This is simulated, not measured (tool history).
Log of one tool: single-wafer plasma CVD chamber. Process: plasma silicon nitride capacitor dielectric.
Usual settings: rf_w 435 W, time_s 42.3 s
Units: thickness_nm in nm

| run | hour | rf_w | time_s | read-back reference wafer on the same gauge, thickness_nm | thickness_nm |
|---|---|---|---|---|---|
| 1 | 0 | 415 | 42.3 | 57.915 | 57.783 |
| 2 | 55.5 | 415 | 42.3 | 57.902 | 57.668 |
| 3 | 94.3 | 415 | 42.3 | 57.888 | 57.768 |
| 4 | 151.7 | 435 | 47 | 57.912 | 64.834 |
| 5 | 205.4 | 435 | 47 | 57.917 | 64.753 |
| 6 | 255 | 435 | 47 | 57.889 | 64.698 |
| 7 | 311.2 | 435 | 42.3 | 57.889 | 58.112 |
| 8 | 355 | 435 | 42.3 | 57.899 | 58.07 |
| 9 | 387 | 435 | 42.3 | 57.908 | 58.026 |
| 10 | 411.5 | 435 | 42.3 | 57.911 | 58.069 |
| 11 | 442.7 | 360 | 42.3 | 57.901 | 56.095 |
| 12 | 500 | 350 | 39.6 | 57.901 | 52.877 |
| 13 | 540.5 | 435 | 42.3 | 57.907 | 58.832 |
| 14 | 585.9 | 355 | 38.9 | 57.904 | 52.173 |
| 15 | 653.1 | 435 | 42.3 | 57.886 | 58.85 |
| 16 | 685.5 | 435 | 37.4 | 57.909 | 52.142 |
| 17 | 756.8 | 505 | 42.3 | 57.894 | 60.725 |
| 18 | 823.4 | 365 | 47.2 | 57.922 | 63.562 |
| 19 | 847.8 | 435 | 42.3 | 57.896 | 59.004 |
| 20 | 882 | 515 | 42.3 | 57.885 | 60.757 |
| 21 | 931.2 | 355 | 38.9 | 57.906 | 52.066 |

Not shown: 3 entries that the log had between the listed runs. Between which runs, and how does the tool's hidden state differ before and after?
Between runs 7 and 8: gauge calibrated (hour 340.4)
  delivered RF power above the setpoint (%): -7.04 -> -7.28
  measured less the result without the state, thickness_nm: -0.811 -> -0.838 nm
Between runs 11 and 12: RF generator calibrated (hour 468.1); showerhead replaced (hour 499.5)
  delivered RF power above the setpoint (%): -7.78 -> -0.986
  measured less the result without the state, thickness_nm: -0.867 -> -0.101 nm
